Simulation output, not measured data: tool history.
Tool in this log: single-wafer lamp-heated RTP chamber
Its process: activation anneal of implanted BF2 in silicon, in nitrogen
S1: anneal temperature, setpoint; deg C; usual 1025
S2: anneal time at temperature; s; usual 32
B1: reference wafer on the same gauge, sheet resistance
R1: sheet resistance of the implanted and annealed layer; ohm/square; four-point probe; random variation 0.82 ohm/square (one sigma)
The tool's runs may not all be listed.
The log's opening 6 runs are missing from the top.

run,day,S1,S2,B1,R1
7,5.579,1025,32,184.27,198.65
8,6.988,1025,32,183.69,198.05
9,7.558,1025,40,184.11,189.92
# day 10.117: reflector plate cleaned
10,11.767,1010,32,184.01,218.66
11,13.171,1010,32,184.06,218.41
12,13.700,1025,32,183.88,198.41
13,15.179,1025,32,183.84,198.13
# day 16.758: pyrometer window cleaned and pyrometer calibrated
14,16.779,1025,32,183.88,200.35
15,17.246,1025,32,184.01,200.59
16,18.462,1025,32,183.97,200.56
17,22.846,1025,42,184.17,188.32
18,24.021,1050,40,184.01,171.23
19,24.817,1025,32,184.05,198.19
20,25.796,1003,13,184.15,310.57
21,27.254,1025,43,184.25,188.81

Predict the results of run 22:
# day 28.192: reflector plate cleaned
22,28.421,1050,14,?,?

B1: 184.00
R1: 199.73 ohm/square
With the hidden condition absent and the run-to-run variation left alone, this run would have shown R1 204.05 ohm/square.
